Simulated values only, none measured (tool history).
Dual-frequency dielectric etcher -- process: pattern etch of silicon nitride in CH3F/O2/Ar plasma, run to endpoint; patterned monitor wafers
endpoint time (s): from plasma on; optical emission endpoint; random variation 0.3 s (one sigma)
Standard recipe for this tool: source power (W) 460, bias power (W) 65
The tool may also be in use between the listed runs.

run   hour  source power (W)  bias power (W)  wafers since the last listed run  hours since the last wet clean  hours since the last source power generator calibration  hours since the last bias power generator calibration  hours since the last upper electrode change  incoming incoming film thickness, nm  endpoint time (s)
  1      0               460              65                                 0                             132                                                     1749                                                 2040.2                                       5015.7                                 35.29               45.4
  2   22.3               460              65                               302                           154.3                                                   1771.3                                                 2062.5                                         5038                                 35.47               46.3
  3   44.9               460              65                               306                           176.9                                                   1793.9                                                 2085.1                                       5060.6                                  35.1               45.8
  4   76.4               460              58                               426                           208.4                                                   1825.4                                                 2116.6                                       5092.1                                 35.69               49.2
  5    105               460              58                               387                             237                                                     1854                                                 2145.2                                       5120.7                                 35.43               48.1
  6  117.1               460              65                               163                           249.1                                                   1866.1                                                 2157.3                                       5132.8                                  35.7               47.3
  7  136.4               460              55                               261                           268.4                                                   1885.4                                                 2176.6                                       5152.1                                 35.76                 50
  8  151.9               460              65                               210                           283.9                                                   1900.9                                                 2192.1                                       5167.6                                 35.63               47.1
  9  174.8               460              65                               310                           306.8                                                   1923.8                                                   2215                                       5190.5                                 35.72               47.8
 10  193.1               460              65                               247                           325.1                                                   1942.1                                                 2233.3                                       5208.8                                 35.11               46.9
 11  205.4               460              65                               166                           337.4                                                   1954.4                                                 2245.6                                       5221.1                                 35.52               47.6
 12  236.9               530              65                               426                           368.9                                                   1985.9                                                 2277.1                                       5252.6                                 35.51               45.1
 13  253.6               530              65                               226                           385.6                                                   2002.6                                                 2293.8                                       5269.3                                 35.44               45.1
 14  273.3               460              65                               266                           405.3                                                   2022.3                                                 2313.5                                         5289                                 35.67               48.2
 15  287.8               370              75                               196                           419.8                                                   2036.8                                                   2328                                       5303.5                                 35.82               49.5
 16  315.3               540              52                               372                           447.3                                                   2064.3                                                 2355.5                                         5331                                 35.56               48.5
     353.9  -- wet clean of the chamber
 17  381.4               560              61                               570                            27.5                                                   2130.4                                                 2421.6                                       5397.1                                 35.35               43.5
     389.1  -- source power generator calibrated
 18  397.3               370              75                               161                            43.4                                                      8.2                                                 2437.5                                         5413                                 35.83                 48
 19  428.6               390              65                               424                            74.7                                                     39.5                                                 2468.8                                       5444.3                                 35.93               49.8
 20  454.1               460              51                               345                           100.2                                                       65                                                 2494.3                                       5469.8                                 35.71               51.1
     465.3  -- bias power generator calibrated
     488.7  -- upper electrode replaced
 21  489.2               460              65                               104                           135.3                                                    100.1                                                   23.9                                          0.5                                 35.46                 46
 22  501.2               390              55                               162                           147.3                                                    112.1                                                   35.9                                         12.5                                 35.01               51.4
 23  530.4               460              65                               395                           176.5                                                    141.3                                                   65.1                                         41.7                                 35.48               46.9
 24  562.7               460              72                               437                           208.8                                                    173.6                                                   97.4                                           74                                 35.62               45.1
 25  583.9               520              71                               287                             230                                                    194.8                                                  118.6                                         95.2                                 35.62               43.7
 26  604.4               460              65                               277                           250.5                                                    215.3                                                  139.1                                        115.7                                 35.38               47.5
 27  623.7               460              65                               261                           269.8                                                    234.6                                                  158.4                                          135                                 35.58               47.3
 28  640.9               460              53                               233                             287                                                    251.8                                                  175.6                                        152.2                                 35.95               51.1

Here are 4 independent what-if runs from the current tool condition. What would each one return?
  A  641.3               460              65                                 5                           287.4                                                    252.2                                                    176                                        152.6                                 35.37                  ?
  B  641.3               380              77                                 5                           287.4                                                    252.2                                                    176                                        152.6                                 35.37                  ?
  C  641.3               420              53                                 5                           287.4                                                    252.2                                                    176                                        152.6                                 35.37                  ?
  D  641.3               400              55                                 5                           287.4                                                    252.2                                                    176                                        152.6                                 35.37                  ?

run  endpoint time (s)
  A                 48
  B               48.6
  C               53.1
  D               53.5
Without the tool's unlogged condition, the same runs would have read:
run  endpoint time (s)
  A               46.3
  B               46.8
  C               51.2
  D               51.5
